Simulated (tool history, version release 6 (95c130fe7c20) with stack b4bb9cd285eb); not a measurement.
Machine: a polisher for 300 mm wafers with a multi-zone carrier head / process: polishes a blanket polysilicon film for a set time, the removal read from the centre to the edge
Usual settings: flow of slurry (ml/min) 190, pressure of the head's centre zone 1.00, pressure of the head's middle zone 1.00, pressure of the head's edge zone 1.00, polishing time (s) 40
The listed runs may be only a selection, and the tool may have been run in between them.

run   hour  flow of slurry (ml/min)  pressure of the head's centre zone  pressure of the head's middle zone  pressure of the head's edge zone  polishing time (s)  wafers since the last listed run  wafers polished on this pad  hours since the slurry nozzle was cleaned  hours since the centre zone pressure was calibrated  hours since the edge zone pressure was calibrated  hours since the carrier head's membrane was replaced  incoming thickness of the incoming film, nm  film removed at the wafer's centre (angstrom)  film removed at mid-radius (angstrom)  film removed at the wafer's edge (angstrom)
  1    0.0                      190                                1.00                                1.00                              1.00                  40                                 0                         3261                                      341.8                                                339.0                                               25.6                                                 806.5                                       1845.8                                           2048                                   2056                                         2182
       2.1  -- slurry nozzle cleaned
  2   35.2                      190                                1.00                                1.00                              1.00                  40                               518                         3780                                       33.1                                                374.2                                               60.8                                                 841.7                                       1864.3                                           2287                                   2276                                         2308
      69.0  -- worn pad replaced by a new one
  3  103.3                      190                                1.00                                1.00                              1.00                  40                               972                          519                                      101.2                                                442.3                                              128.9                                                 909.8                                       1851.9                                           2495                                   2418                                         2508
  4  154.4                      190                                1.00                                1.00                              1.00                  40                               774                         1294                                      152.3                                                493.4                                              180.0                                                 960.9                                       1871.7                                           2394                                   2346                                         2338
  5  214.6                      190                                1.00                                1.00                              1.00                  40                               912                         2207                                      212.5                                                553.6                                              240.2                                                1021.1                                       1815.3                                           2239                                   2267                                         2241
     221.9  -- centre zone pressure recalibrated
  6  246.4                      190                                1.00                                0.91                              1.00                  40                               451                         2659                                      244.3                                                 24.5                                              272.0                                                1052.9                                       1829.1                                           2250                                   2057                                         2283
  7  294.4                      220                                0.89                                1.00                              0.93                  40                               727                         3387                                      292.3                                                 72.5                                              320.0                                                1100.9                                       1817.1                                           2031                                   2182                                         2149
     342.1  -- worn pad replaced by a new one
  8  350.0                      130                                0.92                                0.96                              1.00                  53                               782                          120                                      347.9                                                128.1                                              375.6                                                1156.5                                       1811.4                                           2279                                   2472                                         2769
     375.8  -- slurry nozzle cleaned
  9  376.4                      190                                1.10                                0.97                              1.06                  26                               385                          505                                        0.6                                                154.5                                              402.0                                                1182.9                                       1807.8                                           1805                                   1543                                         1630
     430.6  -- carrier head's membrane replaced by a new one
 10  431.1                      190                                1.00                                1.00                              1.00                  40                               753                         1259                                       55.3                                                209.2                                              456.7                                                   0.5                                       1838.0                                           2428                                   2403                                         2365
 11  468.9                      160                                1.03                                1.00                              0.89                  31                               573                         1832                                       93.1                                                247.0                                              494.5                                                  38.3                                       1807.5                                           1846                                   1706                                         1711
 12  534.2                      190                                1.00                                0.96                              1.00                  40                               990                         2822                                      158.4                                                312.3                                              559.8                                                 103.6                                       1809.7                                           2320                                   2188                                         2326
     554.6  -- edge zone pressure recalibrated
 13  602.5                      190                                1.00                                1.00                              0.89                  40                              1005                         3828                                      226.7                                                380.6                                               47.9                                                 171.9                                       1811.0                                           2262                                   2174                                         2059
     632.7  -- worn pad replaced by a new one
 14  633.2                      190                                1.00                                1.00                              1.00                  40                               404                            7                                      257.4                                                411.3                                               78.6                                                 202.6                                       1850.7                                           2439                                   2366                                         2480
 15  693.3                      150                                1.00                                1.00                              1.00                  40                               911                          919                                      317.5                                                471.4                                              138.7                                                 262.7                                       1827.5                                           2065                                   2053                                         2174
     717.8  -- slurry nozzle cleaned
 16  763.8                      190                                1.00                                0.95                              0.95                  40                              1053                         1973                                       46.0                                                541.9                                              209.2                                                 333.2                                       1807.3                                           2315                                   2237                                         2351
 17  828.6                      165                                1.00                                0.92                              1.00                  40                               982                         2955                                      110.8                                                606.7                                              274.0                                                 398.0                                       1807.6                                           2238                                   2057                                         2269
     847.6  -- centre zone pressure recalibrated
 18  870.8                      190                                1.00                                1.00                              1.00                  40                               609                         3565                                      153.0                                                 23.2                                              316.2                                                 440.2                                       1802.4                                           2265                                   2238                                         2257
 19  904.7                      190                                1.00                                1.00                              1.11                  40                               514                         4079                                      186.9                                                 57.1                                              350.1                                                 474.1                                       1845.0                                           2272                                   2271                                         2372
     953.9  -- worn pad replaced by a new one
 20  964.0                      190                                1.00                                1.00                              1.00                  40                               838                          152                                      246.2                                                116.4                                              409.4                                                 533.4                                       1831.0                                           2409                                   2347                                         2456
 21  989.6                      190                                1.04                                1.07                              1.06                  44                               388                          541                                      271.8                                                142.0                                              435.0                                                 559.0                                       1820.3                                           2627                                   2666                                         2681

Predict each of these 5 candidate next runs independently; none follows another, all start after run 21:
  A  990.0                      140                                1.00                                1.00                              1.00                  40                                 6                          547                                      272.2                                                142.4                                              435.4                                                 559.4                                       1816.1                                              ?                                      ?                                            ?
  B  990.0                      130                                1.00                                1.00                              1.00                  40                                 6                          547                                      272.2                                                142.4                                              435.4                                                 559.4                                       1816.1                                              ?                                      ?                                            ?
  C  990.0                      245                                1.00                                1.00                              1.00                  34                                 6                          547                                      272.2                                                142.4                                              435.4                                                 559.4                                       1816.1                                              ?                                      ?                                            ?
  D  990.0                      190                                1.00                                1.06                              1.00                  40                                 6                          547                                      272.2                                                142.4                                              435.4                                                 559.4                                       1816.1                                              ?                                      ?                                            ?
  E  990.0                      190                                1.00                                1.00                              1.06                  28                                 6                          547                                      272.2                                                142.4                                              435.4                                                 559.4                                       1816.1                                              ?                                      ?                                            ?

run  film removed at the wafer's centre (angstrom)  film removed at mid-radius (angstrom)  film removed at the wafer's edge (angstrom)
  A                                           2116                                   2104                                         2239
  B                                           2053                                   2050                                         2201
  C                                           2102                                   2052                                         2097
  D                                           2334                                   2399                                         2374
  E                                           1633                                   1604                                         1710
Without the tool's unlogged condition, the same runs would have read:
run  film removed at the wafer's centre (angstrom)  film removed at mid-radius (angstrom)  film removed at the wafer's edge (angstrom)
  A                                           2440                                   2397                                         2483
  B                                           2389                                   2352                                         2451
  C                                           2316                                   2248                                         2269
  D                                           2616                                   2667                                         2595
  E                                           1830                                   1784                                         1869

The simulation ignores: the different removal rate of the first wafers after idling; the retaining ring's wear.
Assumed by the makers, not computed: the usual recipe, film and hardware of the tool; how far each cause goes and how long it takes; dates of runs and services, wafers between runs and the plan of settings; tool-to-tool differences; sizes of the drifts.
